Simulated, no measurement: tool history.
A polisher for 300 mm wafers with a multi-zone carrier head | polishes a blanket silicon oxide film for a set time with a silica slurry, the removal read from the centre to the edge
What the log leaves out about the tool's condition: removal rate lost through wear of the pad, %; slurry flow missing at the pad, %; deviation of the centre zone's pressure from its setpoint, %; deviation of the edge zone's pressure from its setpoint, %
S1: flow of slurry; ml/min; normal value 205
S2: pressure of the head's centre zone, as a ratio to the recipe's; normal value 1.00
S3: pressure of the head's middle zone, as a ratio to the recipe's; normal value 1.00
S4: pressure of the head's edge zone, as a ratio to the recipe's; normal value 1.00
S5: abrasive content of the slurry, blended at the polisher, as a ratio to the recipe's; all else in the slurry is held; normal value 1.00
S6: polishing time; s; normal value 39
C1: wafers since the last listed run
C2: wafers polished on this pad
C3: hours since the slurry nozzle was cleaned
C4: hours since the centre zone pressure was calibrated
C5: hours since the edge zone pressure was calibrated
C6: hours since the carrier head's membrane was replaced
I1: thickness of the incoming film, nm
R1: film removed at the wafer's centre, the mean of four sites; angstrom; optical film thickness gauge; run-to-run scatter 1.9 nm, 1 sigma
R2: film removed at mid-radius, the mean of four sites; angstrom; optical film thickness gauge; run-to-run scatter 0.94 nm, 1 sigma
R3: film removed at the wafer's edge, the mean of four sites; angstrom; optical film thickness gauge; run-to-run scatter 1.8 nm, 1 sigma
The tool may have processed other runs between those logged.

{"run": 1, "hour": 0.0, "S1": 205, "S2": 1.0, "S3": 1.0, "S4": 1.0, "S5": 1.0, "S6": 39, "C1": 0, "C2": 325, "C3": 85.9, "C4": 624.0, "C5": 109.4, "C6": 56.5, "I1": 1105.1, "R1": 1726, "R2": 1533, "R3": 1577}
{"run": 2, "hour": 23.1, "S1": 205, "S2": 0.93, "S3": 1.0, "S4": 1.0, "S5": 1.0, "S6": 39, "C1": 245, "C2": 571, "C3": 109.0, "C4": 647.1, "C5": 132.5, "C6": 79.6, "I1": 1110.3, "R1": 1619, "R2": 1548, "R3": 1561}
{"run": 3, "hour": 48.7, "S1": 205, "S2": 1.0, "S3": 1.0, "S4": 1.0, "S5": 1.0, "S6": 39, "C1": 272, "C2": 844, "C3": 134.6, "C4": 672.7, "C5": 158.1, "C6": 105.2, "I1": 1120.0, "R1": 1697, "R2": 1532, "R3": 1545}
{"run": 4, "hour": 62.9, "S1": 205, "S2": 1.0, "S3": 1.0, "S4": 1.0, "S5": 1.2, "S6": 39, "C1": 151, "C2": 995, "C3": 148.8, "C4": 686.9, "C5": 172.3, "C6": 119.4, "I1": 1111.9, "R1": 1846, "R2": 1609, "R3": 1608}
{"run": 5, "hour": 82.4, "S1": 205, "S2": 1.0, "S3": 1.0, "S4": 1.0, "S5": 1.0, "S6": 39, "C1": 207, "C2": 1203, "C3": 168.3, "C4": 706.4, "C5": 191.8, "C6": 138.9, "I1": 1142.0, "R1": 1712, "R2": 1528, "R3": 1542}
{"run": 6, "hour": 109.9, "S1": 205, "S2": 1.0, "S3": 1.0, "S4": 1.0, "S5": 1.0, "S6": 39, "C1": 292, "C2": 1495, "C3": 195.8, "C4": 733.9, "C5": 219.3, "C6": 166.4, "I1": 1123.7, "R1": 1725, "R2": 1524, "R3": 1552}
{"run": 7, "hour": 130.4, "S1": 185, "S2": 1.0, "S3": 1.08, "S4": 1.0, "S5": 0.85, "S6": 39, "C1": 218, "C2": 1714, "C3": 216.3, "C4": 754.4, "C5": 239.8, "C6": 186.9, "I1": 1114.7, "R1": 1641, "R2": 1547, "R3": 1470}
{"run": 8, "hour": 144.9, "S1": 205, "S2": 1.0, "S3": 1.0, "S4": 1.0, "S5": 1.0, "S6": 39, "C1": 154, "C2": 1868, "C3": 230.8, "C4": 768.9, "C5": 254.3, "C6": 201.4, "I1": 1118.4, "R1": 1754, "R2": 1539, "R3": 1558}
{"hour": 166.1, "done": "slurry nozzle cleaned"}
{"run": 9, "hour": 176.9, "S1": 205, "S2": 1.0, "S3": 1.0, "S4": 1.0, "S5": 1.0, "S6": 47, "C1": 330, "C2": 2198, "C3": 10.8, "C4": 800.9, "C5": 286.3, "C6": 233.4, "I1": 1113.6, "R1": 2068, "R2": 1854, "R3": 1900}
{"hour": 189.0, "done": "worn pad replaced by a new one"}
{"run": 10, "hour": 202.6, "S1": 205, "S2": 1.07, "S3": 1.0, "S4": 0.91, "S5": 0.85, "S6": 39, "C1": 231, "C2": 144, "C3": 36.5, "C4": 826.6, "C5": 312.0, "C6": 259.1, "I1": 1141.3, "R1": 1762, "R2": 1452, "R3": 1388}
{"hour": 207.6, "done": "centre zone pressure recalibrated"}
{"hour": 210.7, "done": "edge zone pressure recalibrated"}
{"run": 11, "hour": 230.8, "S1": 260, "S2": 1.0, "S3": 1.11, "S4": 1.0, "S5": 1.0, "S6": 39, "C1": 257, "C2": 402, "C3": 64.7, "C4": 23.2, "C5": 20.1, "C6": 287.3, "I1": 1118.9, "R1": 1615, "R2": 1731, "R3": 1581}
{"run": 12, "hour": 246.6, "S1": 205, "S2": 1.03, "S3": 1.06, "S4": 1.0, "S5": 1.0, "S6": 34, "C1": 168, "C2": 570, "C3": 80.5, "C4": 39.0, "C5": 35.9, "C6": 303.1, "I1": 1128.2, "R1": 1396, "R2": 1414, "R3": 1334}
{"run": 13, "hour": 277.4, "S1": 205, "S2": 1.09, "S3": 1.0, "S4": 1.0, "S5": 1.0, "S6": 39, "C1": 327, "C2": 898, "C3": 111.3, "C4": 69.8, "C5": 66.7, "C6": 333.9, "I1": 1121.0, "R1": 1685, "R2": 1525, "R3": 1516}
{"run": 14, "hour": 294.2, "S1": 260, "S2": 1.0, "S3": 1.0, "S4": 0.92, "S5": 1.0, "S6": 39, "C1": 178, "C2": 1077, "C3": 128.1, "C4": 86.6, "C5": 83.5, "C6": 350.7, "I1": 1118.3, "R1": 1644, "R2": 1578, "R3": 1515}
{"run": 15, "hour": 309.5, "S1": 205, "S2": 1.04, "S3": 1.0, "S4": 1.0, "S5": 1.0, "S6": 39, "C1": 162, "C2": 1240, "C3": 143.4, "C4": 101.9, "C5": 98.8, "C6": 366.0, "I1": 1111.5, "R1": 1683, "R2": 1515, "R3": 1539}
{"run": 16, "hour": 323.6, "S1": 205, "S2": 0.95, "S3": 1.03, "S4": 1.04, "S5": 1.15, "S6": 39, "C1": 150, "C2": 1390, "C3": 157.5, "C4": 116.0, "C5": 112.9, "C6": 380.1, "I1": 1136.3, "R1": 1575, "R2": 1626, "R3": 1635}
{"run": 17, "hour": 341.5, "S1": 205, "S2": 1.0, "S3": 1.0, "S4": 1.0, "S5": 1.0, "S6": 39, "C1": 190, "C2": 1580, "C3": 175.4, "C4": 133.9, "C5": 130.8, "C6": 398.0, "I1": 1132.9, "R1": 1624, "R2": 1536, "R3": 1525}
{"run": 18, "hour": 368.4, "S1": 205, "S2": 1.0, "S3": 0.89, "S4": 1.05, "S5": 1.0, "S6": 28, "C1": 286, "C2": 1867, "C3": 202.3, "C4": 160.8, "C5": 157.7, "C6": 424.9, "I1": 1138.1, "R1": 1163, "R2": 1009, "R3": 1147}
{"hour": 402.3, "done": "worn pad replaced by a new one"}
{"hour": 404.5, "done": "slurry nozzle cleaned"}
{"run": 19, "hour": 405.0, "S1": 205, "S2": 1.0, "S3": 1.0, "S4": 1.0, "S5": 1.0, "S6": 39, "C1": 336, "C2": 17, "C3": 0.5, "C4": 197.4, "C5": 194.3, "C6": 461.5, "I1": 1113.7, "R1": 1637, "R2": 1526, "R3": 1538}
{"run": 20, "hour": 423.9, "S1": 205, "S2": 0.95, "S3": 1.0, "S4": 1.0, "S5": 1.0, "S6": 44, "C1": 201, "C2": 219, "C3": 19.4, "C4": 216.3, "C5": 213.2, "C6": 480.4, "I1": 1108.3, "R1": 1751, "R2": 1738, "R3": 1743}
{"run": 21, "hour": 442.7, "S1": 205, "S2": 0.97, "S3": 1.09, "S4": 1.11, "S5": 1.0, "S6": 39, "C1": 200, "C2": 419, "C3": 38.2, "C4": 235.1, "C5": 232.0, "C6": 499.2, "I1": 1129.3, "R1": 1561, "R2": 1653, "R3": 1655}
{"run": 22, "hour": 458.8, "S1": 205, "S2": 1.0, "S3": 0.91, "S4": 1.0, "S5": 1.0, "S6": 28, "C1": 171, "C2": 590, "C3": 54.3, "C4": 251.2, "C5": 248.1, "C6": 515.3, "I1": 1126.9, "R1": 1171, "R2": 1015, "R3": 1123}
{"run": 23, "hour": 487.7, "S1": 205, "S2": 1.0, "S3": 1.0, "S4": 1.0, "S5": 1.0, "S6": 45, "C1": 307, "C2": 898, "C3": 83.2, "C4": 280.1, "C5": 277.0, "C6": 544.2, "I1": 1112.8, "R1": 1928, "R2": 1771, "R3": 1773}

Each row is a separate what-if for the run after 23, all from the same tool condition, not one after another. Results?
{"run": "A", "hour": 488.1, "S1": 205, "S2": 1.0, "S3": 1.0, "S4": 1.0, "S5": 1.0, "S6": 39, "C1": 4, "C2": 902, "C3": 83.6, "C4": 280.5, "C5": 277.4, "C6": 544.6, "I1": 1105.4, "R1": "?", "R2": "?", "R3": "?"}
{"run": "B", "hour": 488.1, "S1": 205, "S2": 1.0, "S3": 1.0, "S4": 1.0, "S5": 1.0, "S6": 52, "C1": 4, "C2": 902, "C3": 83.6, "C4": 280.5, "C5": 277.4, "C6": 544.6, "I1": 1105.4, "R1": "?", "R2": "?", "R3": "?"}
{"run": "C", "hour": 488.1, "S1": 205, "S2": 1.0, "S3": 1.0, "S4": 1.0, "S5": 1.0, "S6": 48, "C1": 4, "C2": 902, "C3": 83.6, "C4": 280.5, "C5": 277.4, "C6": 544.6, "I1": 1105.4, "R1": "?", "R2": "?", "R3": "?"}

run=A R1=1639 R2=1527 R3=1586
run=B R1=2185 R2=2036 R3=2114
run=C R1=2017 R2=1879 R3=1952
With no hidden state in the tool, these same runs would have given:
run=A R1=1542 R2=1527 R3=1586
run=B R1=2056 R2=2037 R3=2114
run=C R1=1897 R2=1880 R3=1952
